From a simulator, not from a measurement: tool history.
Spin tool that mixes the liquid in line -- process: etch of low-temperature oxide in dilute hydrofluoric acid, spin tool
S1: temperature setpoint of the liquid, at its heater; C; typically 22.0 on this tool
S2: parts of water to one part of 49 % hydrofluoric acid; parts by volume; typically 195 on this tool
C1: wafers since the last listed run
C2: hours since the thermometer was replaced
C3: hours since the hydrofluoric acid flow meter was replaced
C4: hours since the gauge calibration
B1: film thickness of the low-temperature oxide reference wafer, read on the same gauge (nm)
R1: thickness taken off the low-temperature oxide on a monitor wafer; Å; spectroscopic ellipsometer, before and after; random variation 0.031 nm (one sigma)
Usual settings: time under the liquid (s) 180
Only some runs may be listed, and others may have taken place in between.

{"run": 1, "hour": 0.0, "S1": 22.0, "S2": 195, "time under the liquid (s)": 180, "C1": 0, "C2": 1299.0, "C3": 1095.0, "C4": 91.1, "B1": 49.96, "R1": 118.9}
{"run": 2, "hour": 14.0, "S1": 22.0, "S2": 195, "time under the liquid (s)": 180, "C1": 137, "C2": 1313.0, "C3": 1109.0, "C4": 105.1, "B1": 49.96, "R1": 119.5}
{"run": 3, "hour": 23.6, "S1": 24.5, "S2": 160, "time under the liquid (s)": 180, "C1": 94, "C2": 1322.6, "C3": 1118.6, "C4": 114.7, "B1": 49.99, "R1": 166.2}
{"run": 4, "hour": 39.4, "S1": 22.0, "S2": 195, "time under the liquid (s)": 140, "C1": 155, "C2": 1338.4, "C3": 1134.4, "C4": 130.5, "B1": 49.99, "R1": 93.4}
{"run": 5, "hour": 56.1, "S1": 22.0, "S2": 195, "time under the liquid (s)": 140, "C1": 164, "C2": 1355.1, "C3": 1151.1, "C4": 147.2, "B1": 49.98, "R1": 94.1}
{"run": 6, "hour": 67.6, "S1": 22.0, "S2": 195, "time under the liquid (s)": 150, "C1": 112, "C2": 1366.6, "C3": 1162.6, "C4": 158.7, "B1": 50.04, "R1": 100.2}
{"run": 7, "hour": 75.0, "S1": 22.0, "S2": 195, "time under the liquid (s)": 150, "C1": 72, "C2": 1374.0, "C3": 1170.0, "C4": 166.1, "B1": 50.04, "R1": 100.1}
{"run": 8, "hour": 85.7, "S1": 22.0, "S2": 195, "time under the liquid (s)": 150, "C1": 105, "C2": 1384.7, "C3": 1180.7, "C4": 176.8, "B1": 49.95, "R1": 100.1}
{"run": 9, "hour": 94.4, "S1": 22.0, "S2": 195, "time under the liquid (s)": 180, "C1": 85, "C2": 1393.4, "C3": 1189.4, "C4": 185.5, "B1": 50.02, "R1": 121.0}
{"run": 10, "hour": 103.6, "S1": 22.0, "S2": 195, "time under the liquid (s)": 180, "C1": 90, "C2": 1402.6, "C3": 1198.6, "C4": 194.7, "B1": 50.04, "R1": 121.2}
{"run": 11, "hour": 115.5, "S1": 18.5, "S2": 270, "time under the liquid (s)": 180, "C1": 116, "C2": 1414.5, "C3": 1210.5, "C4": 206.6, "B1": 50.01, "R1": 71.6}
{"run": 12, "hour": 133.2, "S1": 18.5, "S2": 270, "time under the liquid (s)": 180, "C1": 173, "C2": 1432.2, "C3": 1228.2, "C4": 224.3, "B1": 50.02, "R1": 72.0}
{"run": 13, "hour": 140.7, "S1": 22.0, "S2": 195, "time under the liquid (s)": 180, "C1": 73, "C2": 1439.7, "C3": 1235.7, "C4": 231.8, "B1": 49.97, "R1": 122.4}
{"run": 14, "hour": 151.7, "S1": 22.0, "S2": 285, "time under the liquid (s)": 255, "C1": 108, "C2": 1450.7, "C3": 1246.7, "C4": 242.8, "B1": 49.99, "R1": 108.8}
{"run": 15, "hour": 169.0, "S1": 22.0, "S2": 95, "time under the liquid (s)": 240, "C1": 169, "C2": 1468.0, "C3": 1264.0, "C4": 260.1, "B1": 50.0, "R1": 372.6}
{"run": 16, "hour": 178.1, "S1": 19.5, "S2": 230, "time under the liquid (s)": 220, "C1": 89, "C2": 1477.1, "C3": 1273.1, "C4": 269.2, "B1": 49.98, "R1": 112.1}
{"run": 17, "hour": 187.5, "S1": 22.0, "S2": 195, "time under the liquid (s)": 180, "C1": 92, "C2": 1486.5, "C3": 1282.5, "C4": 278.6, "B1": 50.0, "R1": 122.4}
{"hour": 190.2, "done": "gauge calibrated"}
{"run": 18, "hour": 197.5, "S1": 18.5, "S2": 195, "time under the liquid (s)": 80, "C1": 98, "C2": 1496.5, "C3": 1292.5, "C4": 7.3, "B1": 49.98, "R1": 48.0}
{"hour": 209.4, "done": "hydrofluoric acid flow meter replaced"}
{"run": 19, "hour": 212.6, "S1": 22.0, "S2": 195, "time under the liquid (s)": 180, "C1": 138, "C2": 1511.6, "C3": 3.2, "C4": 22.4, "B1": 49.99, "R1": 104.4}
{"run": 20, "hour": 230.5, "S1": 22.0, "S2": 195, "time under the liquid (s)": 230, "C1": 175, "C2": 1529.5, "C3": 21.1, "C4": 40.3, "B1": 49.97, "R1": 133.4}
{"hour": 242.4, "done": "thermometer replaced"}
{"run": 21, "hour": 243.3, "S1": 24.5, "S2": 115, "time under the liquid (s)": 255, "C1": 115, "C2": 0.9, "C3": 33.9, "C4": 53.1, "B1": 49.99, "R1": 278.2}
{"run": 22, "hour": 252.1, "S1": 22.0, "S2": 195, "time under the liquid (s)": 180, "C1": 86, "C2": 9.7, "C3": 42.7, "C4": 61.9, "B1": 49.97, "R1": 96.7}
{"run": 23, "hour": 269.2, "S1": 22.0, "S2": 195, "time under the liquid (s)": 180, "C1": 167, "C2": 26.8, "C3": 59.8, "C4": 79.0, "B1": 50.02, "R1": 96.4}
{"run": 24, "hour": 279.6, "S1": 22.0, "S2": 195, "time under the liquid (s)": 180, "C1": 102, "C2": 37.2, "C3": 70.2, "C4": 89.4, "B1": 50.03, "R1": 96.6}
{"run": 25, "hour": 287.8, "S1": 25.0, "S2": 245, "time under the liquid (s)": 140, "C1": 80, "C2": 45.4, "C3": 78.4, "C4": 97.6, "B1": 50.02, "R1": 63.7}
{"run": 26, "hour": 299.0, "S1": 22.0, "S2": 195, "time under the liquid (s)": 180, "C1": 109, "C2": 56.6, "C3": 89.6, "C4": 108.8, "B1": 49.99, "R1": 97.4}
{"run": 27, "hour": 305.5, "S1": 20.5, "S2": 110, "time under the liquid (s)": 90, "C1": 63, "C2": 63.1, "C3": 96.1, "C4": 115.3, "B1": 50.0, "R1": 89.1}

Forecast each of these 3 alternatives for the next run:
{"run": "A", "hour": 306.0, "S1": 22.0, "S2": 165, "time under the liquid (s)": 180, "C1": 4, "C2": 63.6, "C3": 96.6, "C4": 115.8, "B1": "?", "R1": "?"}
{"run": "B", "hour": 306.0, "S1": 18.5, "S2": 240, "time under the liquid (s)": 230, "C1": 4, "C2": 63.6, "C3": 96.6, "C4": 115.8, "B1": "?", "R1": "?"}
{"run": "C", "hour": 306.0, "S1": 22.0, "S2": 195, "time under the liquid (s)": 105, "C1": 4, "C2": 63.6, "C3": 96.6, "C4": 115.8, "B1": "?", "R1": "?"}

run=A B1=50.01 R1=118.8
run=B B1=50.01 R1=84.7
run=C B1=50.01 R1=56.8
The same runs, with their run-to-run variation unchanged, on a tool lacking any hidden condition would have given:
run=A R1=116.5
run=B R1=83.1
run=C R1=55.7

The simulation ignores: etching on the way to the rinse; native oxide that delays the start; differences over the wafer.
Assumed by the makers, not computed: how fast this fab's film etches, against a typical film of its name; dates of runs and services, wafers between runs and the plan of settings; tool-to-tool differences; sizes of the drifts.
